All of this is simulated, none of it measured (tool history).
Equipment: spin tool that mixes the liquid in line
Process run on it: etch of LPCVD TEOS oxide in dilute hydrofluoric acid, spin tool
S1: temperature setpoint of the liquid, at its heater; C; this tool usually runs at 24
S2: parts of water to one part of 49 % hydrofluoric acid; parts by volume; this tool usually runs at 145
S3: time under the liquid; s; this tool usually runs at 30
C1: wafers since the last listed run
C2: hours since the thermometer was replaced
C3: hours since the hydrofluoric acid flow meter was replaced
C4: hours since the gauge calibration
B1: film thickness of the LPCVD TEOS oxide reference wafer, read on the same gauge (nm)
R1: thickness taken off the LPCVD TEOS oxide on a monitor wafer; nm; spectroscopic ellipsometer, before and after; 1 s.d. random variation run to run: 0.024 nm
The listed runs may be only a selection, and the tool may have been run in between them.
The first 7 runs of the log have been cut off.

run 8 hour=72.4 | S1=27.5 S2=145 S3=30 | C1=171 C2=2217.5 C3=1837.9 C4=148.9 | B1=30 | R1=7.06
run 9 hour=87.7 | S1=26.5 S2=190 S3=30 | C1=209 C2=2232.8 C3=1853.2 C4=164.2 | B1=30.02 | R1=5
run 10 hour=102.5 | S1=24 S2=145 S3=30 | C1=202 C2=2247.6 C3=1868 C4=179 | B1=30 | R1=6.23
run 11 hour=114.8 | S1=24 S2=145 S3=30 | C1=168 C2=2259.9 C3=1880.3 C4=191.3 | B1=29.96 | R1=6.17
run 12 hour=128.4 | S1=24 S2=145 S3=30 | C1=186 C2=2273.5 C3=1893.9 C4=204.9 | B1=30.04 | R1=6.17
run 13 hour=139.7 | S1=24 S2=145 S3=25 | C1=154 C2=2284.8 C3=1905.2 C4=216.2 | B1=30.04 | R1=5.16
run 14 hour=155 | S1=24 S2=145 S3=25 | C1=209 C2=2300.1 C3=1920.5 C4=231.5 | B1=30.02 | R1=5.16
run 15 hour=171.2 | S1=24 S2=145 S3=30 | C1=222 C2=2316.3 C3=1936.7 C4=247.7 | B1=29.99 | R1=6.16
run 16 hour=179.7 | S1=24 S2=80 S3=30 | C1=116 C2=2324.8 C3=1945.2 C4=256.2 | B1=30.03 | R1=11.99
run 17 hour=186.7 | S1=24 S2=145 S3=30 | C1=95 C2=2331.8 C3=1952.2 C4=263.2 | B1=30 | R1=6.2
run 18 hour=204.4 | S1=24 S2=170 S3=40 | C1=242 C2=2349.5 C3=1969.9 C4=280.9 | B1=29.98 | R1=6.93
run 19 hour=218.4 | S1=22 S2=90 S3=45 | C1=191 C2=2363.5 C3=1983.9 C4=294.9 | B1=30.04 | R1=14.6
run 20 hour=227.1 | S1=24 S2=145 S3=30 | C1=119 C2=2372.2 C3=1992.6 C4=303.6 | B1=30.02 | R1=6.2
run 21 hour=236.8 | S1=24 S2=190 S3=30 | C1=133 C2=2381.9 C3=2002.3 C4=313.3 | B1=30 | R1=4.54
run 22 hour=245.9 | S1=26 S2=145 S3=30 | C1=124 C2=2391 C3=2011.4 C4=322.4 | B1=30.03 | R1=6.7
run 23 hour=281.8 | S1=20 S2=185 S3=45 | C1=492 C2=2426.9 C3=2047.3 C4=358.3 | B1=30.04 | R1=5.98
-- hour=287.7 gauge calibrated
run 24 hour=296.1 | S1=24 S2=190 S3=30 | C1=196 C2=2441.2 C3=2061.6 C4=8.4 | B1=30.06 | R1=4.54
-- hour=300.4 hydrofluoric acid flow meter replaced
run 25 hour=307.9 | S1=22 S2=125 S3=30 | C1=148 C2=2453 C3=7.5 C4=20.2 | B1=30.01 | R1=6.01

Run 26, settings as shown, results not yet in. Your forecast:
-- hour=319.2 thermometer replaced
run 26 hour=357.2 | S1=24 S2=145 S3=30 | C1=662 C2=38 C3=56.8 C4=69.5 | B1=? | R1=?

{"run 26": {"B1": 29.95, "R1": 6.1}}
Take away the tool's hidden state, keep the run-to-run variation as it was, and the same run would have given R1 6.12 nm.
